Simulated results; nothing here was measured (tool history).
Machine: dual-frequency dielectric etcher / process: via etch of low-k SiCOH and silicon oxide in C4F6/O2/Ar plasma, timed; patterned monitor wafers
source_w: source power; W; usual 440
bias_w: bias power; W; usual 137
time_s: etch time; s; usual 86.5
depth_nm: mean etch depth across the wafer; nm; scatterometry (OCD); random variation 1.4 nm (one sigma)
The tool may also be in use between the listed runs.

| run | hour | source_w | bias_w | time_s | read-back reference wafer on the same gauge, depth_nm | depth_nm |
|---|---|---|---|---|---|---|
| 1 | 0.0 | 440 | 137 | 86.5 | 264.7 | 249.1 |
| 2 | 93.3 | 440 | 137 | 86.5 | 265.0 | 246.2 |
| 3 | 181.1 | 440 | 137 | 86.5 | 265.3 | 249.7 |
| 4 | 284.0 | 520 | 137 | 86.5 | 265.3 | 269.7 |
| 5 | 335.3 | 520 | 137 | 86.5 | 265.4 | 271.4 |
| 6 | 388.9 | 440 | 137 | 86.5 | 265.0 | 246.0 |
|  | 450.9 | source power generator calibrated |
| 7 | 488.1 | 440 | 137 | 86.5 | 264.5 | 249.2 |
|  | 534.8 | wet clean of the chamber |
| 8 | 540.0 | 440 | 137 | 86.5 | 265.0 | 249.1 |
| 9 | 635.3 | 440 | 137 | 86.5 | 265.3 | 247.2 |
| 10 | 717.0 | 510 | 137 | 86.5 | 265.0 | 267.2 |
| 11 | 763.4 | 440 | 137 | 96.0 | 264.9 | 275.4 |
| 12 | 824.8 | 440 | 137 | 86.5 | 265.5 | 249.4 |
| 13 | 861.0 | 440 | 123 | 72.5 | 265.7 | 197.4 |
| 14 | 929.7 | 440 | 137 | 86.5 | 264.6 | 246.3 |
|  | 972.5 | bias power generator calibrated |
| 15 | 973.0 | 550 | 105 | 105.5 | 264.5 | 302.2 |
| 16 | 1053.8 | 510 | 149 | 70.0 | 265.0 | 224.5 |
|  | 1112.0 | wet clean of the chamber |
| 17 | 1112.5 | 400 | 137 | 86.5 | 264.8 | 236.9 |
| 18 | 1156.0 | 440 | 164 | 86.5 | 265.4 | 268.6 |
|  | 1190.3 | gauge calibrated |
| 19 | 1245.3 | 440 | 137 | 86.5 | 264.9 | 248.1 |
|  | 1282.9 | upper electrode replaced |
| 20 | 1306.4 | 440 | 137 | 86.5 | 264.9 | 248.5 |
| 21 | 1380.8 | 330 | 167 | 96.5 | 265.0 | 259.5 |
| 22 | 1425.2 | 530 | 128 | 111.0 | 265.5 | 338.4 |
| 23 | 1471.2 | 440 | 137 | 79.0 | 265.1 | 223.4 |
| 24 | 1513.4 | 360 | 149 | 86.5 | 264.9 | 232.9 |
| 25 | 1554.8 | 440 | 161 | 86.5 | 264.7 | 263.6 |
| 26 | 1649.6 | 440 | 137 | 104.5 | 264.5 | 297.9 |
|  | 1703.2 | wet clean of the chamber |
| 27 | 1728.0 | 440 | 137 | 110.0 | 265.1 | 316.7 |
| 28 | 1781.7 | 520 | 151 | 62.5 | 264.9 | 204.4 |
| 29 | 1880.1 | 520 | 137 | 86.5 | 265.4 | 270.0 |
| 30 | 1966.5 | 440 | 165 | 86.5 | 265.1 | 266.4 |

Run-by-run hidden state of the tool:
etch rate over this chamber's usual, %: 0 on each run
source power that arrives over what is set, %: 0 on each run
bias power that arrives over what is set, %: 0 on each run
gauge reads high (%): 0 on each run
